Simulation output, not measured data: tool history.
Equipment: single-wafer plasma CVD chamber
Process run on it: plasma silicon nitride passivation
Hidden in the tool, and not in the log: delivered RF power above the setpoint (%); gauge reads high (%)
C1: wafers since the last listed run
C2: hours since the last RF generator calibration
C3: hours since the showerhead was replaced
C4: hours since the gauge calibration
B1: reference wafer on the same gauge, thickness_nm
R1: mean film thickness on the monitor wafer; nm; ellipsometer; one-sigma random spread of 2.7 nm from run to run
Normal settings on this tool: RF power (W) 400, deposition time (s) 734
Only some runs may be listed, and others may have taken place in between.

{"run": 1, "hour": 0.0, "RF power (W)": 400, "deposition time (s)": 703, "C1": 0, "C2": 1864.3, "C3": 4349.9, "C4": 667.5, "B1": 899.706, "R1": 915.175}
{"run": 2, "hour": 50.5, "RF power (W)": 400, "deposition time (s)": 703, "C1": 85, "C2": 1914.8, "C3": 4400.4, "C4": 718.0, "B1": 898.639, "R1": 916.57}
{"run": 3, "hour": 105.4, "RF power (W)": 460, "deposition time (s)": 734, "C1": 93, "C2": 1969.7, "C3": 4455.3, "C4": 772.9, "B1": 898.773, "R1": 994.227}
{"run": 4, "hour": 130.2, "RF power (W)": 460, "deposition time (s)": 734, "C1": 42, "C2": 1994.5, "C3": 4480.1, "C4": 797.7, "B1": 898.401, "R1": 996.476}
{"run": 5, "hour": 173.5, "RF power (W)": 460, "deposition time (s)": 734, "C1": 73, "C2": 2037.8, "C3": 4523.4, "C4": 841.0, "B1": 898.591, "R1": 993.463}
{"run": 6, "hour": 199.7, "RF power (W)": 400, "deposition time (s)": 734, "C1": 44, "C2": 2064.0, "C3": 4549.6, "C4": 867.2, "B1": 898.479, "R1": 956.76}
{"run": 7, "hour": 246.7, "RF power (W)": 400, "deposition time (s)": 734, "C1": 79, "C2": 2111.0, "C3": 4596.6, "C4": 914.2, "B1": 899.773, "R1": 950.487}
{"run": 8, "hour": 316.1, "RF power (W)": 400, "deposition time (s)": 734, "C1": 118, "C2": 2180.4, "C3": 4666.0, "C4": 983.6, "B1": 898.643, "R1": 953.337}
{"run": 9, "hour": 348.8, "RF power (W)": 420, "deposition time (s)": 734, "C1": 55, "C2": 2213.1, "C3": 4698.7, "C4": 1016.3, "B1": 899.259, "R1": 965.394}
{"run": 10, "hour": 389.1, "RF power (W)": 420, "deposition time (s)": 734, "C1": 68, "C2": 2253.4, "C3": 4739.0, "C4": 1056.6, "B1": 898.827, "R1": 961.655}
{"run": 11, "hour": 438.8, "RF power (W)": 420, "deposition time (s)": 734, "C1": 84, "C2": 2303.1, "C3": 4788.7, "C4": 1106.3, "B1": 899.937, "R1": 959.822}
{"run": 12, "hour": 500.3, "RF power (W)": 400, "deposition time (s)": 657, "C1": 104, "C2": 2364.6, "C3": 4850.2, "C4": 1167.8, "B1": 900.038, "R1": 850.154}
{"run": 13, "hour": 550.7, "RF power (W)": 400, "deposition time (s)": 657, "C1": 85, "C2": 2415.0, "C3": 4900.6, "C4": 1218.2, "B1": 899.035, "R1": 851.595}
{"run": 14, "hour": 577.6, "RF power (W)": 360, "deposition time (s)": 626, "C1": 45, "C2": 2441.9, "C3": 4927.5, "C4": 1245.1, "B1": 899.219, "R1": 783.347}
{"run": 15, "hour": 618.5, "RF power (W)": 360, "deposition time (s)": 626, "C1": 69, "C2": 2482.8, "C3": 4968.4, "C4": 1286.0, "B1": 898.717, "R1": 786.587}
{"run": 16, "hour": 663.6, "RF power (W)": 400, "deposition time (s)": 734, "C1": 76, "C2": 2527.9, "C3": 5013.5, "C4": 1331.1, "B1": 900.026, "R1": 950.41}
{"run": 17, "hour": 700.1, "RF power (W)": 400, "deposition time (s)": 734, "C1": 62, "C2": 2564.4, "C3": 5050.0, "C4": 1367.6, "B1": 899.193, "R1": 946.648}
{"run": 18, "hour": 761.6, "RF power (W)": 400, "deposition time (s)": 734, "C1": 104, "C2": 2625.9, "C3": 5111.5, "C4": 1429.1, "B1": 898.21, "R1": 942.753}
{"run": 19, "hour": 829.2, "RF power (W)": 400, "deposition time (s)": 734, "C1": 114, "C2": 2693.5, "C3": 5179.1, "C4": 1496.7, "B1": 898.6, "R1": 948.64}
{"run": 20, "hour": 888.5, "RF power (W)": 400, "deposition time (s)": 734, "C1": 100, "C2": 2752.8, "C3": 5238.4, "C4": 1556.0, "B1": 898.77, "R1": 944.998}
{"run": 21, "hour": 926.1, "RF power (W)": 400, "deposition time (s)": 734, "C1": 63, "C2": 2790.4, "C3": 5276.0, "C4": 1593.6, "B1": 899.499, "R1": 943.693}
{"run": 22, "hour": 957.3, "RF power (W)": 435, "deposition time (s)": 649, "C1": 53, "C2": 2821.6, "C3": 5307.2, "C4": 1624.8, "B1": 899.174, "R1": 858.038}
{"run": 23, "hour": 998.2, "RF power (W)": 475, "deposition time (s)": 865, "C1": 69, "C2": 2862.5, "C3": 5348.1, "C4": 1665.7, "B1": 899.52, "R1": 1172.412}
{"hour": 1029.2, "done": "RF generator calibrated"}
{"run": 24, "hour": 1031.1, "RF power (W)": 440, "deposition time (s)": 852, "C1": 42, "C2": 1.9, "C3": 5381.0, "C4": 1698.6, "B1": 897.829, "R1": 1161.624}
{"run": 25, "hour": 1074.8, "RF power (W)": 400, "deposition time (s)": 734, "C1": 74, "C2": 45.6, "C3": 5424.7, "C4": 1742.3, "B1": 898.981, "R1": 969.424}
{"run": 26, "hour": 1116.8, "RF power (W)": 440, "deposition time (s)": 734, "C1": 71, "C2": 87.6, "C3": 5466.7, "C4": 1784.3, "B1": 899.498, "R1": 993.958}
{"hour": 1157.8, "done": "gauge calibrated"}
{"hour": 1186.5, "done": "showerhead replaced"}
{"run": 27, "hour": 1187.0, "RF power (W)": 400, "deposition time (s)": 734, "C1": 105, "C2": 157.8, "C3": 0.5, "C4": 29.2, "B1": 899.902, "R1": 972.894}
{"run": 28, "hour": 1219.7, "RF power (W)": 400, "deposition time (s)": 734, "C1": 55, "C2": 190.5, "C3": 33.2, "C4": 61.9, "B1": 898.7, "R1": 973.932}
{"run": 29, "hour": 1255.6, "RF power (W)": 380, "deposition time (s)": 641, "C1": 61, "C2": 226.4, "C3": 69.1, "C4": 97.8, "B1": 898.512, "R1": 831.075}
{"run": 30, "hour": 1289.3, "RF power (W)": 400, "deposition time (s)": 734, "C1": 57, "C2": 260.1, "C3": 102.8, "C4": 131.5, "B1": 899.488, "R1": 971.952}
{"run": 31, "hour": 1348.4, "RF power (W)": 470, "deposition time (s)": 645, "C1": 100, "C2": 319.2, "C3": 161.9, "C4": 190.6, "B1": 899.317, "R1": 894.639}
{"run": 32, "hour": 1399.0, "RF power (W)": 465, "deposition time (s)": 734, "C1": 86, "C2": 369.8, "C3": 212.5, "C4": 241.2, "B1": 897.918, "R1": 1013.604}
{"run": 33, "hour": 1463.4, "RF power (W)": 400, "deposition time (s)": 734, "C1": 109, "C2": 434.2, "C3": 276.9, "C4": 305.6, "B1": 898.923, "R1": 967.848}
{"run": 34, "hour": 1505.4, "RF power (W)": 325, "deposition time (s)": 863, "C1": 71, "C2": 476.2, "C3": 318.9, "C4": 347.6, "B1": 898.396, "R1": 1062.271}
{"run": 35, "hour": 1550.5, "RF power (W)": 450, "deposition time (s)": 734, "C1": 76, "C2": 521.3, "C3": 364.0, "C4": 392.7, "B1": 899.304, "R1": 1007.04}
{"run": 36, "hour": 1607.5, "RF power (W)": 400, "deposition time (s)": 664, "C1": 96, "C2": 578.3, "C3": 421.0, "C4": 449.7, "B1": 898.477, "R1": 871.333}
{"run": 37, "hour": 1659.0, "RF power (W)": 475, "deposition time (s)": 878, "C1": 87, "C2": 629.8, "C3": 472.5, "C4": 501.2, "B1": 898.696, "R1": 1218.032}
{"run": 38, "hour": 1723.2, "RF power (W)": 400, "deposition time (s)": 734, "C1": 109, "C2": 694.0, "C3": 536.7, "C4": 565.4, "B1": 898.31, "R1": 964.25}

Take each entry between the runs: how does the hidden state at the last listed run before it differ from the hidden state at the first listed run after it?
Runs 23 to 24: RF generator calibrated (hour 1029.2)
  delivered RF power above the setpoint (%): -9.19 -> -0.231
  measured minus no-state result, R1: -33.563 -> -0.789 nm
Runs 26 to 27: gauge calibrated (hour 1157.8); showerhead replaced (hour 1186.5)
  delivered RF power above the setpoint (%): -0.496 -> -0.714
  measured minus no-state result, R1: -1.452 -> -2.045 nm

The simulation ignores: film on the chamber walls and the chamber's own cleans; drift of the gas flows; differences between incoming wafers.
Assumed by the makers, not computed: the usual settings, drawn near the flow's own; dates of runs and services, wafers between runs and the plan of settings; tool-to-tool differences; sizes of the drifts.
